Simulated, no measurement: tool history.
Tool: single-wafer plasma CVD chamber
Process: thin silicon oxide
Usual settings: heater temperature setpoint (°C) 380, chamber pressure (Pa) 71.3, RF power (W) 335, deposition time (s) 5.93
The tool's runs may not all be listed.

| run | hour | heater temperature setpoint (°C) | chamber pressure (Pa) | RF power (W) | deposition time (s) | read-back reference wafer on the same gauge, thickness_nm | mean film thickness on the monitor wafer (nm) |
|---|---|---|---|---|---|---|---|
| 1 | 0 | 380 | 71.3 | 335 | 5.93 | 8.508 | 7.43 |
| 2 | 57.4 | 380 | 71.3 | 335 | 5.93 | 8.51 | 7.404 |
| 3 | 155.7 | 380 | 71.3 | 335 | 5.93 | 8.513 | 7.442 |
| 4 | 197.1 | 371 | 71.3 | 335 | 5.93 | 8.513 | 7.486 |
| 5 | 252.5 | 371 | 71.3 | 335 | 5.93 | 8.51 | 7.462 |
| 6 | 318.9 | 380 | 71.3 | 335 | 5.1 | 8.512 | 6.411 |
| 7 | 355.3 | 380 | 71.3 | 335 | 5.24 | 8.508 | 6.563 |
| 8 | 408.7 | 380 | 71.3 | 335 | 5.24 | 8.511 | 6.543 |
| 9 | 471.5 | 380 | 71.3 | 335 | 5.24 | 8.507 | 6.556 |
| 10 | 508.7 | 380 | 63.3 | 400 | 6.66 | 8.514 | 8.052 |
| 11 | 598.9 | 380 | 71.3 | 335 | 5.93 | 8.512 | 7.47 |
| 12 | 646 | 370 | 71.3 | 310 | 5.5 | 8.515 | 6.687 |
| 13 | 739.8 | 380 | 71.3 | 335 | 5.93 | 8.513 | 7.429 |
| 14 | 799.2 | 390 | 76.1 | 305 | 5.93 | 8.51 | 7.518 |
| 15 | 839.3 | 380 | 71.3 | 335 | 5.93 | 8.516 | 7.436 |
| 16 | 935.3 | 380 | 71.3 | 335 | 5.93 | 8.508 | 7.451 |
| 17 | 1035.3 | 380 | 71.3 | 390 | 5.93 | 8.508 | 7.87 |
| 18 | 1137.3 | 380 | 54.7 | 335 | 5.93 | 8.51 | 5.833 |
| 19 | 1242.7 | 380 | 71.3 | 385 | 5.93 | 8.513 | 7.847 |
| 20 | 1308.2 | 374 | 71.3 | 300 | 6.95 | 8.51 | 8.324 |
| 21 | 1364.6 | 388 | 59.3 | 285 | 6.85 | 8.512 | 6.712 |
| 22 | 1402.8 | 380 | 71.3 | 380 | 5.93 | 8.51 | 7.841 |
| 23 | 1454.1 | 380 | 80.8 | 335 | 5.93 | 8.509 | 8.331 |
| 24 | 1759.2 | 380 | 71.3 | 335 | 5.93 | 8.505 | 7.439 |
| 25 | 1858.4 | 380 | 71.3 | 305 | 6.28 | 8.51 | 7.563 |
| 26 | 1921.5 | 386 | 71.3 | 335 | 6.42 | 8.509 | 7.97 |
| 27 | 2025 | 380 | 80.3 | 295 | 5.93 | 8.516 | 7.815 |
| 28 | 2062.3 | 380 | 56.3 | 335 | 5.93 | 8.509 | 5.983 |

Not shown: 5 entries that the log had between the listed runs. Between which runs, and how does the tool's hidden state differ before and after?
Between runs 7 and 8: gauge calibrated (hour 382.9)
  no hidden state differs between the two runs
Between runs 12 and 13: RF generator calibrated (hour 665.1); thermocouple changed; heater temperature recalibrated (hour 729.1)
  no hidden state differs between the two runs
Between runs 13 and 14: showerhead replaced (hour 774.1)
  no hidden state differs between the two runs
Between runs 23 and 24: capacitance manometer re-zeroed and calibrated (hour 1475.4)
  no hidden state differs between the two runs

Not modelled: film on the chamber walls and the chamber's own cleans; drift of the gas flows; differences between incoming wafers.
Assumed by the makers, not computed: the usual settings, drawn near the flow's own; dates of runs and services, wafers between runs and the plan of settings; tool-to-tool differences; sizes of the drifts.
